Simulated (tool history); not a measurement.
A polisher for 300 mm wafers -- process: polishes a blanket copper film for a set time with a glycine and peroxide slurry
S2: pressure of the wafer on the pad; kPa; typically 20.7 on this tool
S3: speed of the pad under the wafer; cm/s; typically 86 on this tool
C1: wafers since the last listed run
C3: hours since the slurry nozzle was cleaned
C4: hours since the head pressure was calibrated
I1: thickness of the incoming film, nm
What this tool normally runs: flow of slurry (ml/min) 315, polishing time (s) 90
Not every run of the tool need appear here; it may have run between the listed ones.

{"run": 1, "hour": 0.0, "flow of slurry (ml/min)": 380, "S2": 20.7, "S3": 86, "polishing time (s)": 90, "C1": 0, "wafers polished on this pad": 50, "C3": 38.1, "C4": 533.9, "I1": 2305, "film removed (Å)": 3990}
{"run": 2, "hour": 19.1, "flow of slurry (ml/min)": 315, "S2": 20.7, "S3": 86, "polishing time (s)": 90, "C1": 190, "wafers polished on this pad": 241, "C3": 57.2, "C4": 553, "I1": 2294, "film removed (Å)": 3926}
{"run": 3, "hour": 40.5, "flow of slurry (ml/min)": 315, "S2": 20.7, "S3": 86, "polishing time (s)": 90, "C1": 213, "wafers polished on this pad": 454, "C3": 78.6, "C4": 574.4, "I1": 2300.4, "film removed (Å)": 3878}
{"run": 4, "hour": 54.1, "flow of slurry (ml/min)": 315, "S2": 18.6, "S3": 86, "polishing time (s)": 90, "C1": 135, "wafers polished on this pad": 590, "C3": 92.2, "C4": 588, "I1": 2331.9, "film removed (Å)": 3674}
{"run": 5, "hour": 84.3, "flow of slurry (ml/min)": 315, "S2": 18.6, "S3": 86, "polishing time (s)": 90, "C1": 301, "wafers polished on this pad": 891, "C3": 122.4, "C4": 618.2, "I1": 2309.5, "film removed (Å)": 3656}
{"run": 6, "hour": 98.1, "flow of slurry (ml/min)": 315, "S2": 19.3, "S3": 86, "polishing time (s)": 90, "C1": 137, "wafers polished on this pad": 1029, "C3": 136.2, "C4": 632, "I1": 2270.9, "film removed (Å)": 3689}
{"hour": 117.3, "done": "worn pad replaced by a new one"}
{"run": 7, "hour": 132.4, "flow of slurry (ml/min)": 315, "S2": 19.3, "S3": 86, "polishing time (s)": 90, "C1": 302, "wafers polished on this pad": 150, "C3": 170.5, "C4": 666.3, "I1": 2259.4, "film removed (Å)": 3731}
{"run": 8, "hour": 145.1, "flow of slurry (ml/min)": 315, "S2": 19.3, "S3": 86, "polishing time (s)": 90, "C1": 126, "wafers polished on this pad": 277, "C3": 183.2, "C4": 679, "I1": 2258.4, "film removed (Å)": 3692}
{"run": 9, "hour": 236.7, "flow of slurry (ml/min)": 315, "S2": 20.7, "S3": 86, "polishing time (s)": 90, "C1": 913, "wafers polished on this pad": 1191, "C3": 274.8, "C4": 770.6, "I1": 2255.7, "film removed (Å)": 3857}
{"hour": 251.5, "done": "worn pad replaced by a new one"}
{"run": 10, "hour": 260.6, "flow of slurry (ml/min)": 315, "S2": 20.7, "S3": 86, "polishing time (s)": 90, "C1": 198, "wafers polished on this pad": 91, "C3": 298.7, "C4": 794.5, "I1": 2293.3, "film removed (Å)": 3769}
{"run": 11, "hour": 292.3, "flow of slurry (ml/min)": 245, "S2": 20.7, "S3": 62, "polishing time (s)": 114, "C1": 316, "wafers polished on this pad": 407, "C3": 330.4, "C4": 826.2, "I1": 2268.4, "film removed (Å)": 3651}
{"run": 12, "hour": 308.1, "flow of slurry (ml/min)": 315, "S2": 20.7, "S3": 64, "polishing time (s)": 90, "C1": 157, "wafers polished on this pad": 565, "C3": 346.2, "C4": 842, "I1": 2305.5, "film removed (Å)": 3029}
{"hour": 332.9, "done": "slurry nozzle cleaned"}
{"hour": 360.1, "done": "worn pad replaced by a new one"}
{"hour": 363.8, "done": "head pressure recalibrated"}
{"run": 13, "hour": 410.8, "flow of slurry (ml/min)": 400, "S2": 25.5, "S3": 86, "polishing time (s)": 90, "C1": 954, "wafers polished on this pad": 485, "C3": 77.9, "C4": 47, "I1": 2292.9, "film removed (Å)": 4435}
{"run": 14, "hour": 438.2, "flow of slurry (ml/min)": 265, "S2": 23.4, "S3": 86, "polishing time (s)": 90, "C1": 273, "wafers polished on this pad": 758, "C3": 105.3, "C4": 74.4, "I1": 2274.5, "film removed (Å)": 4091}
{"run": 15, "hour": 471.5, "flow of slurry (ml/min)": 315, "S2": 20.7, "S3": 86, "polishing time (s)": 90, "C1": 332, "wafers polished on this pad": 1091, "C3": 138.6, "C4": 107.7, "I1": 2303.1, "film removed (Å)": 3896}
{"hour": 486.4, "done": "worn pad replaced by a new one"}
{"run": 16, "hour": 489.0, "flow of slurry (ml/min)": 315, "S2": 17.9, "S3": 62, "polishing time (s)": 90, "C1": 134, "wafers polished on this pad": 26, "C3": 156.1, "C4": 125.2, "I1": 2271.7, "film removed (Å)": 2811}

Expected results for the next run?
{"run": 17, "hour": 514.7, "flow of slurry (ml/min)": 315, "S2": 27.6, "S3": 86, "polishing time (s)": 90, "C1": 256, "wafers polished on this pad": 282, "C3": 181.8, "C4": 150.9, "I1": 2263.4, "film removed (Å)": "?"}

{"run 17": {"film removed (Å)": 4570}}
Were there no unlogged condition in the tool, this run, its random variation unchanged, would have produced film removed (Å) 4693.

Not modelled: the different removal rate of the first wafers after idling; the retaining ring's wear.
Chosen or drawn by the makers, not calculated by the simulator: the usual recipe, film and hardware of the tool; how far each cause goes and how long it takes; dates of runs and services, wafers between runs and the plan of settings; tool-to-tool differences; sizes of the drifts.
